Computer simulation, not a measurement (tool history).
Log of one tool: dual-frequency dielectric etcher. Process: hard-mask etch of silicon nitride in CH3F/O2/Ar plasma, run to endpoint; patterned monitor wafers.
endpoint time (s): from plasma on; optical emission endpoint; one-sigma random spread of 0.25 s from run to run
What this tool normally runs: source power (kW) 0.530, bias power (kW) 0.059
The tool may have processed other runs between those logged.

| run | hour | source power (kW) | bias power (kW) | wafers since the last listed run | hours since the last wet clean | hours since the last source power generator calibration | hours since the last bias power generator calibration | hours since the last upper electrode change | incoming incoming film thickness, nm | endpoint time (s) |
|---|---|---|---|---|---|---|---|---|---|---|
| 1 | 0.0 | 0.530 | 0.047 | 0 | 280.4 | 2328.1 | 1955.7 | 3225.5 | 27.57 | 37.1 |
| 2 | 29.0 | 0.530 | 0.047 | 236 | 309.4 | 2357.1 | 1984.7 | 3254.5 | 27.42 | 37.0 |
| 3 | 52.6 | 0.530 | 0.059 | 192 | 333.0 | 2380.7 | 2008.3 | 3278.1 | 27.44 | 34.4 |
| 4 | 81.9 | 0.460 | 0.059 | 238 | 362.3 | 2410.0 | 2037.6 | 3307.4 | 27.55 | 35.7 |
| 5 | 96.5 | 0.460 | 0.059 | 119 | 376.9 | 2424.6 | 2052.2 | 3322.0 | 27.55 | 35.7 |
| 6 | 116.6 | 0.530 | 0.059 | 163 | 397.0 | 2444.7 | 2072.3 | 3342.1 | 27.45 | 34.5 |
| 7 | 148.6 | 0.530 | 0.059 | 260 | 429.0 | 2476.7 | 2104.3 | 3374.1 | 27.66 | 34.7 |
| 8 | 183.8 | 0.530 | 0.059 | 286 | 464.2 | 2511.9 | 2139.5 | 3409.3 | 27.31 | 34.2 |
| 9 | 195.9 | 0.530 | 0.059 | 98 | 476.3 | 2524.0 | 2151.6 | 3421.4 | 27.49 | 33.9 |
| 10 | 215.0 | 0.530 | 0.059 | 155 | 495.4 | 2543.1 | 2170.7 | 3440.5 | 27.51 | 34.3 |
| 11 | 249.8 | 0.480 | 0.059 | 283 | 530.2 | 2577.9 | 2205.5 | 3475.3 | 27.61 | 34.6 |
| 12 | 277.1 | 0.480 | 0.059 | 222 | 557.5 | 2605.2 | 2232.8 | 3502.6 | 27.53 | 34.7 |
| 13 | 307.4 | 0.480 | 0.059 | 247 | 587.8 | 2635.5 | 2263.1 | 3532.9 | 27.32 | 34.5 |
|  | 320.3 | bias power generator calibrated |
|  | 333.5 | source power generator calibrated |
|  | 339.2 | upper electrode replaced |
| 14 | 339.7 | 0.530 | 0.059 | 152 | 620.1 | 6.2 | 19.4 | 0.5 | 27.55 | 33.7 |
| 15 | 360.5 | 0.530 | 0.059 | 169 | 640.9 | 27.0 | 40.2 | 21.3 | 27.39 | 33.7 |
| 16 | 380.6 | 0.530 | 0.059 | 163 | 661.0 | 47.1 | 60.3 | 41.4 | 27.65 | 34.0 |
|  | 425.8 | wet clean of the chamber |
| 17 | 426.3 | 0.610 | 0.059 | 176 | 0.5 | 92.8 | 106.0 | 87.1 | 27.82 | 34.3 |
| 18 | 427.5 | 0.530 | 0.059 | 9 | 1.7 | 94.0 | 107.2 | 88.3 | 27.79 | 36.1 |
| 19 | 456.6 | 0.440 | 0.049 | 237 | 30.8 | 123.1 | 136.3 | 117.4 | 27.63 | 39.3 |
| 20 | 533.1 | 0.530 | 0.059 | 623 | 107.3 | 199.6 | 212.8 | 193.9 | 27.59 | 35.3 |
| 21 | 546.7 | 0.530 | 0.059 | 110 | 120.9 | 213.2 | 226.4 | 207.5 | 27.51 | 35.4 |
| 22 | 567.3 | 0.490 | 0.059 | 167 | 141.5 | 233.8 | 247.0 | 228.1 | 27.33 | 35.7 |
| 23 | 592.4 | 0.530 | 0.046 | 204 | 166.6 | 258.9 | 272.1 | 253.2 | 27.49 | 38.1 |
| 24 | 626.2 | 0.600 | 0.065 | 275 | 200.4 | 292.7 | 305.9 | 287.0 | 27.47 | 32.7 |
| 25 | 638.6 | 0.530 | 0.059 | 101 | 212.8 | 305.1 | 318.3 | 299.4 | 27.64 | 34.9 |
| 26 | 660.0 | 0.530 | 0.059 | 174 | 234.2 | 326.5 | 339.7 | 320.8 | 27.11 | 33.9 |
| 27 | 693.9 | 0.570 | 0.066 | 276 | 268.1 | 360.4 | 373.6 | 354.7 | 27.46 | 33.1 |
| 28 | 725.3 | 0.530 | 0.059 | 256 | 299.5 | 391.8 | 405.0 | 386.1 | 27.48 | 34.2 |
| 29 | 742.7 | 0.530 | 0.066 | 141 | 316.9 | 409.2 | 422.4 | 403.5 | 27.59 | 33.3 |
| 30 | 775.8 | 0.610 | 0.072 | 269 | 350.0 | 442.3 | 455.5 | 436.6 | 27.65 | 31.5 |
| 31 | 798.3 | 0.610 | 0.052 | 183 | 372.5 | 464.8 | 478.0 | 459.1 | 27.13 | 33.9 |
| 32 | 820.0 | 0.530 | 0.067 | 176 | 394.2 | 486.5 | 499.7 | 480.8 | 27.50 | 32.5 |
| 33 | 841.3 | 0.530 | 0.070 | 173 | 415.5 | 507.8 | 521.0 | 502.1 | 27.31 | 32.4 |

A few steps of endpoint time (s) between consecutive runs. Split each: what settings, incoming material and random variation would produce without the hidden state, and what is left over for the hidden state, along with gauge scatter present in only one of the two compared results (measured, and without hidden state):
The tool's hidden condition here consists of: etch rate over this chamber's usual, %; source power that arrives over what is set, %; bias power that arrives over what is set, %.
Run 3 -> 4: source power (kW) 0.530 -> 0.460. endpoint time (s) +1.3: hidden state -0.2, all else +1.5.
Run 16 -> 17: source power (kW) 0.530 -> 0.610, wet clean of the chamber. endpoint time (s) +0.3: hidden state +1.7, all else -1.4.
Run 18 -> 19: source power (kW) 0.530 -> 0.440, bias power (kW) 0.059 -> 0.049. endpoint time (s) +3.2: hidden state -0.1, all else +3.3.
Run 19 -> 20: source power (kW) 0.440 -> 0.530, bias power (kW) 0.049 -> 0.059. endpoint time (s) -4.0: hidden state -0.2, all else -3.8.
Run 23 -> 24: source power (kW) 0.530 -> 0.600, bias power (kW) 0.046 -> 0.065. endpoint time (s) -5.4: hidden state +0.0, all else -5.4.
